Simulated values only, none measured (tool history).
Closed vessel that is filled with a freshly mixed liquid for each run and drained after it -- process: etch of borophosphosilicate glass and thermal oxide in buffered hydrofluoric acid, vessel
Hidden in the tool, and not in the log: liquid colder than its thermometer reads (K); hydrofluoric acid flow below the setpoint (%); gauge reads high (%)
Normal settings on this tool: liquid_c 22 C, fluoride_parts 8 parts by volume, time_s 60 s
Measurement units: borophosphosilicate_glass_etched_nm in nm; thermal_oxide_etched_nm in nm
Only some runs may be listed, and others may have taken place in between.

run	hour	liquid_c	fluoride_parts	time_s	wafers since the last listed run	hours since the thermometer was replaced	hours since the hydrofluoric acid flow meter was replaced	hours since the gauge calibration	read-back film thickness of the borophosphosilicate glass reference wafer, read on the same gauge (nm)	read-back film thickness of the thermal oxide reference wafer, read on the same gauge (nm)	borophosphosilicate_glass_etched_nm	thermal_oxide_etched_nm
1	0	22	8	40	0	584.3	740.6	715	61.51	133.31	89.03	54.07
# hour 66.6: hydrofluoric acid flow meter replaced
2	86.7	22	8	40	11815	671	20.1	801.7	61.73	133.76	89.3	53.81
3	180.9	22	8	60	12986	765.2	114.3	895.9	61.93	134.21	134.59	81.21
4	221.8	22	8	60	5638	806.1	155.2	936.8	62.05	134.44	135.31	81.32
5	295.4	22	8	60	10146	879.7	228.8	1010.4	62.22	134.82	134.69	81.56
6	389.7	20.5	6	60	13000	974	323.1	1104.7	62.45	135.32	166.66	99.09
7	430.5	20.5	6	60	5624	1014.8	363.9	1145.5	62.56	135.52	164.63	100.47
# hour 466.1: thermometer replaced
8	530.2	20.5	6	60	13607	64.1	463.6	1245.2	62.79	136.04	169.72	100.5
# hour 586.6: gauge calibrated
9	615.1	22	8	60	11704	149	548.5	28.5	59.98	130	130.37	79.11
10	753.4	18	9.5	80	19066	287.3	686.8	166.8	60.34	130.73	117.98	71.77
# hour 812.6: hydrofluoric acid flow meter replaced
11	814.9	19.5	9.5	90	8340	348.8	2.3	228.3	60.47	131.03	147.55	88.05
12	875.5	22	8	60	8354	409.4	62.9	288.9	60.63	131.37	130.58	79.67
13	913.6	26.5	10.5	60	5252	447.5	101	327	60.7	131.55	131.86	79.83
14	1000.1	19.5	10.5	80	11925	534	187.5	413.5	60.95	131.99	122.48	72.97
15	1041.9	22	6	60	5762	575.8	229.3	455.3	61.04	132.2	176.44	106.39
16	1083.3	22	8	30	5707	617.2	270.7	496.7	61.13	132.41	67.44	39.78
17	1185.3	22	8	60	14062	719.2	372.7	598.7	61.38	132.95	133.57	80.57
18	1290.1	22	5.5	45	14448	824	477.5	703.5	61.63	133.49	144.47	86.43

Measured result minus the same run's result without the hidden state. Both carry the same run-to-run variation, though not necessarily the same gauge scatter:
run	borophosphosilicate_glass_etched_nm	thermal_oxide_etched_nm
1	+2.2	+1.34
2	+2.5	+1.51
3	+4.24	+2.56
4	+4.46	+2.68
5	+4.81	+2.91
6	+6.53	+3.89
7	+6.7	+4.09
8	+7.52	+4.46
9	+0.01	+0
10	+0.66	+0.39
11	+1.17	+0.69
12	+1.35	+0.82
13	+1.55	+0.94
14	+1.85	+1.11
15	+2.95	+1.78
16	+1.24	+0.73
17	+2.96	+1.79
18	+3.78	+2.26
